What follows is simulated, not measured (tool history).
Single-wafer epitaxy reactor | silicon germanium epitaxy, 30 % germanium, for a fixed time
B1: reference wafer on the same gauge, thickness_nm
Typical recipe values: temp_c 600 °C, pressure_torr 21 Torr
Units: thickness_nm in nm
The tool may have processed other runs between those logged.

{"run": 1, "hour": 0.0, "temp_c": 600, "pressure_torr": 21, "B1": 74.76, "thickness_nm": 63.153}
{"run": 2, "hour": 27.0, "temp_c": 600, "pressure_torr": 21, "B1": 75.058, "thickness_nm": 63.562}
{"run": 3, "hour": 65.7, "temp_c": 600, "pressure_torr": 16.9, "B1": 75.157, "thickness_nm": 59.649}
{"run": 4, "hour": 123.1, "temp_c": 600, "pressure_torr": 16.9, "B1": 75.568, "thickness_nm": 60.881}
{"run": 5, "hour": 181.9, "temp_c": 600, "pressure_torr": 16.9, "B1": 75.858, "thickness_nm": 60.062}
{"run": 6, "hour": 242.9, "temp_c": 591, "pressure_torr": 18.7, "B1": 76.1, "thickness_nm": 53.767}
{"run": 7, "hour": 297.1, "temp_c": 591, "pressure_torr": 18.7, "B1": 76.365, "thickness_nm": 53.719}
{"run": 8, "hour": 511.3, "temp_c": 589, "pressure_torr": 21, "B1": 76.827, "thickness_nm": 54.185}
{"hour": 532.7, "done": "pyrometer calibrated"}
{"run": 9, "hour": 574.5, "temp_c": 589, "pressure_torr": 21, "B1": 76.854, "thickness_nm": 54.603}
{"run": 10, "hour": 610.8, "temp_c": 600, "pressure_torr": 19.2, "B1": 76.925, "thickness_nm": 63.496}
{"run": 11, "hour": 701.5, "temp_c": 600, "pressure_torr": 19.2, "B1": 77.07, "thickness_nm": 63.42}
{"hour": 730.6, "done": "showerhead replaced"}
{"run": 12, "hour": 748.2, "temp_c": 600, "pressure_torr": 21, "B1": 77.259, "thickness_nm": 65.319}
{"run": 13, "hour": 777.2, "temp_c": 600, "pressure_torr": 21, "B1": 77.033, "thickness_nm": 65.624}
{"run": 14, "hour": 809.0, "temp_c": 600, "pressure_torr": 21, "B1": 77.287, "thickness_nm": 65.251}
{"run": 15, "hour": 848.4, "temp_c": 600, "pressure_torr": 21, "B1": 77.037, "thickness_nm": 65.459}
{"run": 16, "hour": 916.5, "temp_c": 600, "pressure_torr": 21, "B1": 77.196, "thickness_nm": 64.814}
{"run": 17, "hour": 986.8, "temp_c": 589, "pressure_torr": 24, "B1": 77.312, "thickness_nm": 56.932}
{"run": 18, "hour": 1021.9, "temp_c": 610, "pressure_torr": 18.3, "B1": 77.232, "thickness_nm": 73.635}
{"run": 19, "hour": 1049.3, "temp_c": 604, "pressure_torr": 24.1, "B1": 77.42, "thickness_nm": 72.467}
{"run": 20, "hour": 1099.4, "temp_c": 614, "pressure_torr": 15.8, "B1": 77.521, "thickness_nm": 75.6}
{"run": 21, "hour": 1139.6, "temp_c": 600, "pressure_torr": 21, "B1": 77.537, "thickness_nm": 65.603}
{"hour": 1166.7, "done": "gauge calibrated"}
{"run": 22, "hour": 1193.2, "temp_c": 604, "pressure_torr": 25.4, "B1": 74.526, "thickness_nm": 70.818}
{"run": 23, "hour": 1257.6, "temp_c": 600, "pressure_torr": 16.9, "B1": 75.006, "thickness_nm": 59.75}
{"run": 24, "hour": 1308.1, "temp_c": 593, "pressure_torr": 23.4, "B1": 75.367, "thickness_nm": 58.603}
{"hour": 1319.0, "done": "capacitance manometer re-zeroed and calibrated"}
{"run": 25, "hour": 1364.7, "temp_c": 593, "pressure_torr": 23.4, "B1": 75.681, "thickness_nm": 58.642}
{"run": 26, "hour": 1414.0, "temp_c": 600, "pressure_torr": 21, "B1": 75.822, "thickness_nm": 63.612}
{"run": 27, "hour": 1438.3, "temp_c": 596, "pressure_torr": 16.7, "B1": 76.024, "thickness_nm": 56.439}
{"run": 28, "hour": 1500.1, "temp_c": 594, "pressure_torr": 17.5, "B1": 76.174, "thickness_nm": 55.764}
{"run": 29, "hour": 1562.5, "temp_c": 595, "pressure_torr": 16.6, "B1": 76.396, "thickness_nm": 56.274}
{"run": 30, "hour": 1626.7, "temp_c": 595, "pressure_torr": 24.1, "B1": 76.69, "thickness_nm": 62.178}
{"run": 31, "hour": 1692.6, "temp_c": 591, "pressure_torr": 23.4, "B1": 76.87, "thickness_nm": 57.896}
{"run": 32, "hour": 1762.1, "temp_c": 588, "pressure_torr": 15.8, "B1": 76.935, "thickness_nm": 49.889}

Branching from run 32: 4 alternative next runs. What would each branch give?
{"run": "A", "hour": 1762.5, "temp_c": 594, "pressure_torr": 21, "B1": "?", "thickness_nm": "?"}
{"run": "B", "hour": 1762.5, "temp_c": 600, "pressure_torr": 19.5, "B1": "?", "thickness_nm": "?"}
{"run": "C", "hour": 1762.5, "temp_c": 608, "pressure_torr": 24.1, "B1": "?", "thickness_nm": "?"}
{"run": "D", "hour": 1762.5, "temp_c": 608, "pressure_torr": 21, "B1": "?", "thickness_nm": "?"}

run=A B1=76.897 thickness_nm=58.937
run=B B1=76.897 thickness_nm=63.605
run=C B1=76.897 thickness_nm=76.779
run=D B1=76.897 thickness_nm=73.779
Stripped of hidden state, with their random variation kept, the same runs would have yielded:
run=A thickness_nm=57.156
run=B thickness_nm=61.683
run=C thickness_nm=74.458
run=D thickness_nm=71.549
